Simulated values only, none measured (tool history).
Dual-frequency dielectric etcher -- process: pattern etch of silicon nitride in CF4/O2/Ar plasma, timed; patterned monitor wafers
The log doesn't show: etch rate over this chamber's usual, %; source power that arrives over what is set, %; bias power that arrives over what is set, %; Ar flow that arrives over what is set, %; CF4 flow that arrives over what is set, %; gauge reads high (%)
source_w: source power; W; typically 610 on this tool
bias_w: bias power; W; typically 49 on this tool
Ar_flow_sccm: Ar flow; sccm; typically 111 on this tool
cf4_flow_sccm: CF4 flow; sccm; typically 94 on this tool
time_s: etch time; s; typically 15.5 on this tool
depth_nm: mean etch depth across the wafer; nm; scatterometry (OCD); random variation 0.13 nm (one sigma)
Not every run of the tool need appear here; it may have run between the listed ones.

run    hour  source_w  bias_w  Ar_flow_sccm  cf4_flow_sccm  time_s  wafers since the last listed run  hours since the last wet clean  hours since the last source power generator calibration  hours since the last bias power generator calibration  hours since the last Ar flow controller change  hours since the last CF4 flow controller change  hours since the last upper electrode change  hours since the gauge calibration  read-back reference wafer on the same gauge, depth_nm  depth_nm
  1     0.0       610      49           111             77    12.0                                 0                           395.0                                                   1276.5                                                 3408.6                                          1172.1                                           3114.4                                       4005.2                             1024.7                                                  37.28     24.91
  2    41.2       610      49           111             77    12.0                               541                           436.2                                                   1317.7                                                 3449.8                                          1213.3                                           3155.6                                       4046.4                             1065.9                                                  37.24     25.01
       94.2  -- wet clean of the chamber
  3   107.3       610      49           111            110    15.5                               553                            13.1                                                   1383.8                                                 3515.9                                          1279.4                                           3221.7                                       4112.5                             1132.0                                                  37.24     34.27
  4   193.8       610      49           111             85    15.5                              1137                            99.6                                                   1470.3                                                 3602.4                                          1365.9                                           3308.2                                       4199.0                             1218.5                                                  37.27     32.50
  5   287.8       610      49           111             85    15.5                              1236                           193.6                                                   1564.3                                                 3696.4                                          1459.9                                           3402.2                                       4293.0                             1312.5                                                  37.32     32.53
  6   338.5       610      49           111             94    15.5                               666                           244.3                                                   1615.0                                                 3747.1                                          1510.6                                           3452.9                                       4343.7                             1363.2                                                  37.34     33.19
      375.6  -- gauge calibrated
  7   397.1       610      49           111             94    15.5                               770                           302.9                                                   1673.6                                                 3805.7                                          1569.2                                           3511.5                                       4402.3                               21.5                                                  37.31     32.68
  8   444.9       610      49            95             94    13.5                               628                           350.7                                                   1721.4                                                 3853.5                                          1617.0                                           3559.3                                       4450.1                               69.3                                                  37.34     29.06
      457.6  -- Ar flow controller replaced
      486.7  -- bias power generator calibrated
      487.5  -- upper electrode replaced
  9   489.8       610      49            95             94    13.5                               447                           395.6                                                   1766.3                                                    3.1                                            32.2                                           3604.2                                          2.3                              114.2                                                  37.29     28.96
 10   588.5       610      49           130             94    15.5                              1297                           494.3                                                   1865.0                                                  101.8                                           130.9                                           3702.9                                        101.0                              212.9                                                  37.26     32.23
      625.8  -- wet clean of the chamber
 11   651.8       610      49            91            104    15.5                               516                            26.0                                                   1928.3                                                  165.1                                           194.2                                           3766.2                                        164.3                              276.2                                                  37.26     33.79
      698.4  -- source power generator calibrated
 12   708.3       680      57           111             71    18.0                               690                            82.5                                                      9.9                                                  221.6                                           250.7                                           3822.7                                        220.8                              332.7                                                  37.29     47.19
 13   783.9       610      43           111             94    15.5                               994                           158.1                                                     85.5                                                  297.2                                           326.3                                           3898.3                                        296.4                              408.3                                                  37.32     34.75
      818.0  -- CF4 flow controller replaced
 14   844.9       610      49           130             94    15.5                               723                           219.1                                                    146.5                                                  358.2                                           387.3                                             26.9                                        357.4                              469.3                                                  37.34     35.70
 15   891.2       610      38           111             94    15.5                               608                           265.4                                                    192.8                                                  404.5                                           433.6                                             73.2                                        403.7                              515.6                                                  37.33     33.62
 16   932.7       610      49           111             80    13.5                               545                           306.9                                                    234.3                                                  446.0                                           475.1                                            114.7                                        445.2                              557.1                                                  37.25     30.57
      943.1  -- source power generator calibrated, repeated, since the last time left the tool worse
 17   983.4       610      55           111            105    15.5                               614                           357.6                                                     40.3                                                  496.7                                           525.8                                            165.4                                        495.9                              607.8                                                  37.31     36.07
 18  1089.4       680      57           111             71    18.0                              1393                           463.6                                                    146.3                                                  602.7                                           631.8                                            271.4                                        601.9                              713.8                                                  37.33     43.84
 19  1161.4       610      49           111             94    17.0                               946                           535.6                                                    218.3                                                  674.7                                           703.8                                            343.4                                        673.9                              785.8                                                  37.28     37.36

The tool's hidden state at each run:
etch rate over this chamber's usual, %: 0 at every run
bias power that arrives over what is set, %: 0 at every run
Ar flow that arrives over what is set, %: 0 at every run
CF4 flow that arrives over what is set, %: 0 at every run
gauge reads high (%): 0 at every run
H1: source power that arrives over what is set, %
run       H1
  1    -1.75
  2    -1.87
  3    -2.07
  4    -2.35
  5    -2.68
  6    -2.86
  7    -3.08
  8    -3.27
  9    -3.45
 10    -3.86
 11    -4.13
 12      6.5
 13     6.49
 14     6.48
 15     6.46
 16     6.44
 17  0.00683
 18  -0.0158
 19  -0.0458

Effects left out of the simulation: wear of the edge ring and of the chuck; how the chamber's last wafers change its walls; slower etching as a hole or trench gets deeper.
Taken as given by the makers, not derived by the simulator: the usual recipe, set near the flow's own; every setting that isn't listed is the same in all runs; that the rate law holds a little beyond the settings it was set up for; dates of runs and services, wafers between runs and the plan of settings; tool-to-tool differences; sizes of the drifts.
